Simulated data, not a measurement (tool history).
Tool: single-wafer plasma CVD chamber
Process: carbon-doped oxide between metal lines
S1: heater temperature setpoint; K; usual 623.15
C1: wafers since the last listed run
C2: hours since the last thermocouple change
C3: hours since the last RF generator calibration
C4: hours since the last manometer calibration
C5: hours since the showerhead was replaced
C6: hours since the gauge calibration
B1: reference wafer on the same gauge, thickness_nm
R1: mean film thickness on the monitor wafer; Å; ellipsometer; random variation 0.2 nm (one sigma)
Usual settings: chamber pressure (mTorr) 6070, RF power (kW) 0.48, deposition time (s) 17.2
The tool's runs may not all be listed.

Run 1, hour 0: usual settings but RF power (kW) 0.425, deposition time (s) 18; C1 0; C2 846.5; C3 1002.9; C4 1440.3; C5 8000.1; C6 70.6; B1 80.624. Result: R1 838.93 Å.
Run 2, hour 14.7: usual settings but RF power (kW) 0.425, deposition time (s) 18; C1 433; C2 861.2; C3 1017.6; C4 1455; C5 8014.8; C6 85.3; B1 80.495. Result: R1 839.28 Å.
At hour 30.5: capacitance manometer re-zeroed and calibrated.
Run 3, hour 31: usual settings but RF power (kW) 0.425, deposition time (s) 18; C1 244; C2 877.5; C3 1033.9; C4 0.5; C5 8031.1; C6 101.6; B1 80.55. Result: R1 840.55 Å.
Run 4, hour 34.1: usual settings; C1 91; C2 880.6; C3 1037; C4 3.6; C5 8034.2; C6 104.7; B1 80.653. Result: R1 921.49 Å.
At hour 42.2: showerhead replaced.
Run 5, hour 42.7: usual settings; C1 17; C2 889.2; C3 1045.6; C4 12.2; C5 0.5; C6 113.3; B1 80.634. Result: R1 920.35 Å.
Run 6, hour 54: usual settings; C1 333; C2 900.5; C3 1056.9; C4 23.5; C5 11.8; C6 124.6; B1 80.571. Result: R1 921.45 Å.
Run 7, hour 69: usual settings; C1 442; C2 915.5; C3 1071.9; C4 38.5; C5 26.8; C6 139.6; B1 80.607. Result: R1 919.09 Å.
Run 8, hour 84.8: usual settings; C1 465; C2 931.3; C3 1087.7; C4 54.3; C5 42.6; C6 155.4; B1 80.583. Result: R1 917.03 Å.
Run 9, hour 94.8: usual settings; C1 294; C2 941.3; C3 1097.7; C4 64.3; C5 52.6; C6 165.4; B1 80.613. Result: R1 913.94 Å.
At hour 115.1: RF generator calibrated.
Run 10, hour 115.6: usual settings but chamber pressure (mTorr) 7560, deposition time (s) 16; C1 377; C2 962.1; C3 0.5; C4 85.1; C5 73.4; C6 186.2; B1 80.635. Result: R1 894.85 Å.
Run 11, hour 142: usual settings but chamber pressure (mTorr) 5060; C1 778; C2 988.5; C3 26.9; C4 111.5; C5 99.8; C6 212.6; B1 80.582. Result: R1 927.14 Å.
Run 12, hour 158.4: usual settings; C1 483; C2 1004.9; C3 43.3; C4 127.9; C5 116.2; C6 229; B1 80.6. Result: R1 946.61 Å.
Run 13, hour 171.3: usual settings but RF power (kW) 0.525; C1 380; C2 1017.8; C3 56.2; C4 140.8; C5 129.1; C6 241.9; B1 80.6. Result: R1 1029.69 Å.
Run 14, hour 208.7: usual settings but S1 618.15 K; C1 1102; C2 1055.2; C3 93.6; C4 178.2; C5 166.5; C6 279.3; B1 80.547. Result: R1 962.66 Å.
Run 15, hour 223.3: usual settings; C1 430; C2 1069.8; C3 108.2; C4 192.8; C5 181.1; C6 293.9; B1 80.649. Result: R1 945.93 Å.
Run 16, hour 260.5: usual settings; C1 1097; C2 1107; C3 145.4; C4 230; C5 218.3; C6 331.1; B1 80.542. Result: R1 942.2 Å.
Run 17, hour 270.2: usual settings but S1 627.15 K; C1 286; C2 1116.7; C3 155.1; C4 239.7; C5 228; C6 340.8; B1 80.587. Result: R1 935.28 Å.
At hour 290.8: gauge calibrated.
Run 18, hour 320.3: usual settings but RF power (kW) 0.395; C1 1477; C2 1166.8; C3 205.2; C4 289.8; C5 278.1; C6 29.5; B1 80.593. Result: R1 748.37 Å.
At hour 331.2: thermocouple changed; heater temperature recalibrated.
Run 19, hour 337.5: usual settings; C1 271; C2 6.3; C3 222.4; C4 307; C5 295.3; C6 46.7; B1 80.575. Result: R1 957.12 Å.
Run 20, hour 354.3: usual settings; C1 495; C2 23.1; C3 239.2; C4 323.8; C5 312.1; C6 63.5; B1 80.646. Result: R1 958.6 Å.
Run 21, hour 362.2: usual settings but S1 632.15 K, RF power (kW) 0.575, deposition time (s) 18.4; C1 232; C2 31; C3 247.1; C4 331.7; C5 320; C6 71.4; B1 80.591. Result: R1 1171.78 Å.
Run 22, hour 368.7: usual settings but deposition time (s) 15; C1 191; C2 37.5; C3 253.6; C4 338.2; C5 326.5; C6 77.9; B1 80.656. Result: R1 833.98 Å.
Run 23, hour 385.2: usual settings but RF power (kW) 0.51, deposition time (s) 18.1; C1 486; C2 54; C3 270.1; C4 354.7; C5 343; C6 94.4; B1 80.538. Result: R1 1062.82 Å.
Run 24, hour 397.4: usual settings but deposition time (s) 16.1; C1 359; C2 66.2; C3 282.3; C4 366.9; C5 355.2; C6 106.6; B1 80.612. Result: R1 894.56 Å.
Run 25, hour 409.9: usual settings but RF power (kW) 0.52; C1 368; C2 78.7; C3 294.8; C4 379.4; C5 367.7; C6 119.1; B1 80.601. Result: R1 1028.13 Å.
Run 26, hour 426.8: usual settings but S1 619.15 K; C1 498; C2 95.6; C3 311.7; C4 396.3; C5 384.6; C6 136; B1 80.625. Result: R1 968.19 Å.
Run 27, hour 440.6: usual settings but S1 616.15 K, chamber pressure (mTorr) 5550; C1 406; C2 109.4; C3 325.5; C4 410.1; C5 398.4; C6 149.8; B1 80.607. Result: R1 967.82 Å.
Run 28, hour 452.7: usual settings; C1 356; C2 121.5; C3 337.6; C4 422.2; C5 410.5; C6 161.9; B1 80.631. Result: R1 953.45 Å.
Run 29, hour 465.6: usual settings; C1 380; C2 134.4; C3 350.5; C4 435.1; C5 423.4; C6 174.8; B1 80.586. Result: R1 953.6 Å.

Forecast each of these 4 alternatives for the next run:
Run A, hour 466: usual settings; C1 11; C2 134.8; C3 350.9; C4 435.5; C5 423.8; C6 175.2; B1 ?. Result: R1 ?.
Run B, hour 466: usual settings but S1 617.15 K, chamber pressure (mTorr) 7170, deposition time (s) 14.7; C1 11; C2 134.8; C3 350.9; C4 435.5; C5 423.8; C6 175.2; B1 ?. Result: R1 ?.
Run C, hour 466: usual settings but chamber pressure (mTorr) 7300; C1 11; C2 134.8; C3 350.9; C4 435.5; C5 423.8; C6 175.2; B1 ?. Result: R1 ?.
Run D, hour 466: usual settings but chamber pressure (mTorr) 4890, RF power (kW) 0.565, deposition time (s) 14.8; C1 11; C2 134.8; C3 350.9; C4 435.5; C5 423.8; C6 175.2; B1 ?. Result: R1 ?.

run      B1      R1
  A  80.589  951.51
  B  80.589   842.7
  C  80.589  965.25
  D  80.589  927.62
Without the tool's hidden state the same runs would have given:
run      R1
  A  961.96
  B  852.17
  C  975.85
  D  937.45
